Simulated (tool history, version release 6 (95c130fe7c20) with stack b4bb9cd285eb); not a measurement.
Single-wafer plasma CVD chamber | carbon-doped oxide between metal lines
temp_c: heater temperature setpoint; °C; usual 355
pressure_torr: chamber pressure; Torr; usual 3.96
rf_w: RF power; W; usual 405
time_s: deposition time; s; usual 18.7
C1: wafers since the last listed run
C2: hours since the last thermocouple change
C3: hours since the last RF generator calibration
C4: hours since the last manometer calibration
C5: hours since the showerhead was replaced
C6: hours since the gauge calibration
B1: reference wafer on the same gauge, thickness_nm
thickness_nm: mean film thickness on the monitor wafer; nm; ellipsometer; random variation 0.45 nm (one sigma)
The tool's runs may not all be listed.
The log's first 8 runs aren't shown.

-- hour=162.3 thermocouple changed; heater temperature recalibrated
run 9 hour=166.7 | temp_c=365 pressure_torr=4.6 rf_w=405 time_s=20.4 | C1=309 C2=4.4 C3=1363.4 C4=67.8 C5=4285.4 C6=458.5 | B1=91.853 | thickness_nm=89.838
run 10 hour=201.1 | temp_c=355 pressure_torr=3.06 rf_w=405 time_s=18.7 | C1=630 C2=38.8 C3=1397.8 C4=102.2 C5=4319.8 C6=492.9 | B1=91.925 | thickness_nm=82.35
run 11 hour=223.9 | temp_c=355 pressure_torr=3.96 rf_w=405 time_s=18.7 | C1=417 C2=61.6 C3=1420.6 C4=125 C5=4342.6 C6=515.7 | B1=91.906 | thickness_nm=82.913
-- hour=314.3 RF generator calibrated
run 12 hour=316.6 | temp_c=355 pressure_torr=3.08 rf_w=405 time_s=18.7 | C1=1551 C2=154.3 C3=2.3 C4=217.7 C5=4435.3 C6=608.4 | B1=91.912 | thickness_nm=84.615
run 13 hour=343.6 | temp_c=355 pressure_torr=3.96 rf_w=405 time_s=18.7 | C1=494 C2=181.3 C3=29.3 C4=244.7 C5=4462.3 C6=635.4 | B1=91.896 | thickness_nm=85.335
-- hour=354.4 gauge calibrated
run 14 hour=361.3 | temp_c=362 pressure_torr=3.96 rf_w=485 time_s=18.7 | C1=324 C2=199 C3=47 C4=262.4 C5=4480 C6=6.9 | B1=91.805 | thickness_nm=96.034
run 15 hour=381.7 | temp_c=355 pressure_torr=4.67 rf_w=450 time_s=18.7 | C1=373 C2=219.4 C3=67.4 C4=282.8 C5=4500.4 C6=27.3 | B1=91.852 | thickness_nm=93.115
run 16 hour=396.6 | temp_c=361 pressure_torr=3.96 rf_w=405 time_s=18.7 | C1=272 C2=234.3 C3=82.3 C4=297.7 C5=4515.3 C6=42.2 | B1=92.026 | thickness_nm=84.809
run 17 hour=417.1 | temp_c=367 pressure_torr=3.05 rf_w=355 time_s=18.7 | C1=375 C2=254.8 C3=102.8 C4=318.2 C5=4535.8 C6=62.7 | B1=91.96 | thickness_nm=75.016
run 18 hour=457.7 | temp_c=355 pressure_torr=3.96 rf_w=405 time_s=18.7 | C1=743 C2=295.4 C3=143.4 C4=358.8 C5=4576.4 C6=103.3 | B1=91.858 | thickness_nm=85.486
run 19 hour=475.7 | temp_c=355 pressure_torr=3.96 rf_w=405 time_s=18.7 | C1=329 C2=313.4 C3=161.4 C4=376.8 C5=4594.4 C6=121.3 | B1=91.868 | thickness_nm=86.355
run 20 hour=506.6 | temp_c=365 pressure_torr=3.57 rf_w=405 time_s=18.7 | C1=566 C2=344.3 C3=192.3 C4=407.7 C5=4625.3 C6=152.2 | B1=91.918 | thickness_nm=83.103
run 21 hour=540 | temp_c=363 pressure_torr=4.31 rf_w=405 time_s=21.8 | C1=611 C2=377.7 C3=225.7 C4=441.1 C5=4658.7 C6=185.6 | B1=91.952 | thickness_nm=98.25
-- hour=549.2 showerhead replaced
run 22 hour=563.8 | temp_c=355 pressure_torr=3.96 rf_w=430 time_s=18.7 | C1=289 C2=401.5 C3=249.5 C4=464.9 C5=14.6 C6=209.4 | B1=91.897 | thickness_nm=88.863
run 23 hour=577 | temp_c=355 pressure_torr=3.96 rf_w=405 time_s=18.7 | C1=241 C2=414.7 C3=262.7 C4=478.1 C5=27.8 C6=222.6 | B1=91.923 | thickness_nm=85.993
run 24 hour=590 | temp_c=341 pressure_torr=3.5 rf_w=385 time_s=16.6 | C1=238 C2=427.7 C3=275.7 C4=491.1 C5=40.8 C6=235.6 | B1=91.857 | thickness_nm=76.48
run 25 hour=614.4 | temp_c=347 pressure_torr=4.68 rf_w=480 time_s=18.7 | C1=446 C2=452.1 C3=300.1 C4=515.5 C5=65.2 C6=260 | B1=91.955 | thickness_nm=99.147
run 26 hour=639.7 | temp_c=355 pressure_torr=3.96 rf_w=405 time_s=15.4 | C1=463 C2=477.4 C3=325.4 C4=540.8 C5=90.5 C6=285.3 | B1=91.873 | thickness_nm=70.611
run 27 hour=717 | temp_c=348 pressure_torr=3.96 rf_w=465 time_s=17.6 | C1=1416 C2=554.7 C3=402.7 C4=618.1 C5=167.8 C6=362.6 | B1=91.972 | thickness_nm=90.081

Forecast run 28:
run 28 hour=739.7 | temp_c=355 pressure_torr=3.08 rf_w=405 time_s=18.7 | C1=415 C2=577.4 C3=425.4 C4=640.8 C5=190.5 C6=385.3 | B1=? | thickness_nm=?

B1: 91.933
thickness_nm: 83.464 nm
Without the tool's hidden state the same run would have given thickness_nm 84.252 nm.
